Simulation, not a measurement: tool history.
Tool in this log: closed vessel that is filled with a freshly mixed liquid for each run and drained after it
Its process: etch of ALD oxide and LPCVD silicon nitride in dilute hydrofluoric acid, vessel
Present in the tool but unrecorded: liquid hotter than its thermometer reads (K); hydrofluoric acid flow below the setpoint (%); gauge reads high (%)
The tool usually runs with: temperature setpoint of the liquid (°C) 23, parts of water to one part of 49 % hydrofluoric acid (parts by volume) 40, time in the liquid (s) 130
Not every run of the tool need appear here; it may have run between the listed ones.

| run | hour | temperature setpoint of the liquid (°C) | parts of water to one part of 49 % hydrofluoric acid (parts by volume) | time in the liquid (s) | wafers since the last listed run | hours since the thermometer was replaced | hours since the hydrofluoric acid flow meter was replaced | hours since the gauge calibration | read-back film thickness of the ALD oxide reference wafer, read on the same gauge (nm) | read-back film thickness of the LPCVD silicon nitride reference wafer, read on the same gauge (nm) | thickness taken off the ALD oxide on a monitor wafer (Å) | thickness taken off the LPCVD silicon nitride on a monitor wafer (Å) |
|---|---|---|---|---|---|---|---|---|---|---|---|---|
| 1 | 0 | 23 | 40 | 175 | 0 | 1951.5 | 508.6 | 64.1 | 50.03 | 130.011 | 457.2 | 22.47 |
| 2 | 11.1 | 23 | 40 | 175 | 664 | 1962.6 | 519.7 | 75.2 | 50.01 | 130.019 | 458.2 | 22.38 |
| 3 | 22.6 | 25 | 40 | 85 | 687 | 1974.1 | 531.2 | 86.7 | 50.04 | 130.003 | 245.5 | 12.62 |
| 4 | 39.8 | 23 | 40 | 130 | 1028 | 1991.3 | 548.4 | 103.9 | 49.99 | 129.999 | 342.1 | 16.24 |
| 5 | 53.9 | 23 | 40 | 130 | 843 | 2005.4 | 562.5 | 118 | 50.03 | 130.003 | 344.5 | 16.22 |
| 6 | 71.8 | 23 | 40 | 130 | 1070 | 2023.3 | 580.4 | 135.9 | 49.97 | 130.006 | 342.4 | 16.46 |
| 7 | 88.7 | 23 | 40 | 130 | 1011 | 2040.2 | 597.3 | 152.8 | 49.99 | 129.984 | 345.4 | 16.58 |
| 8 | 97 | 23 | 40 | 130 | 496 | 2048.5 | 605.6 | 161.1 | 50.01 | 129.974 | 347.3 | 17.13 |
| 9 | 109.8 | 23 | 40 | 130 | 765 | 2061.3 | 618.4 | 173.9 | 49.98 | 129.982 | 343.9 | 16.48 |
| 10 | 116.4 | 23 | 40 | 130 | 394 | 2067.9 | 625 | 180.5 | 50.01 | 129.979 | 343.2 | 16.66 |
|  | 123 | thermometer replaced |
|  | 124.6 | gauge calibrated |
| 11 | 163.5 | 23 | 40 | 130 | 2757 | 40.5 | 672.1 | 38.9 | 50 | 129.982 | 339.3 | 16.78 |
| 12 | 180.9 | 23 | 40 | 130 | 1040 | 57.9 | 689.5 | 56.3 | 50.01 | 129.992 | 342.7 | 16.82 |
| 13 | 193.8 | 23 | 30 | 160 | 771 | 70.8 | 702.4 | 69.2 | 49.97 | 129.992 | 576.4 | 27.51 |
| 14 | 205 | 20 | 55 | 55 | 670 | 82 | 713.6 | 80.4 | 49.99 | 130.003 | 90.4 | 4.24 |
| 15 | 214.4 | 23 | 40 | 130 | 562 | 91.4 | 723 | 89.8 | 49.99 | 130.003 | 338.1 | 16.14 |
| 16 | 224.3 | 21.5 | 55 | 90 | 592 | 101.3 | 732.9 | 99.7 | 50.03 | 129.989 | 160.4 | 7.5 |
| 17 | 237.1 | 23 | 40 | 130 | 765 | 114.1 | 745.7 | 112.5 | 49.99 | 130.005 | 341.3 | 17.17 |
| 18 | 252.6 | 23 | 40 | 130 | 927 | 129.6 | 761.2 | 128 | 49.98 | 130.009 | 345.1 | 16.08 |

What will run 19 give?
|  | 254.3 | hydrofluoric acid flow meter replaced |
| 19 | 258.9 | 18 | 60 | 130 | 317 | 135.9 | 4.6 | 134.3 | ? | ? | ? | ? |

Run 19 measured read-back film thickness of the ALD oxide reference wafer, read on the same gauge (nm) 50.01, read-back film thickness of the LPCVD silicon nitride reference wafer, read on the same gauge (nm) 129.992, thickness taken off the ALD oxide on a monitor wafer (Å) 182.1, thickness taken off the LPCVD silicon nitride on a monitor wafer (Å) 7.95.
If the tool had no hidden condition, the same run with the same run-to-run variation would have returned thickness taken off the ALD oxide on a monitor wafer (Å) 182.1, thickness taken off the LPCVD silicon nitride on a monitor wafer (Å) 7.95.
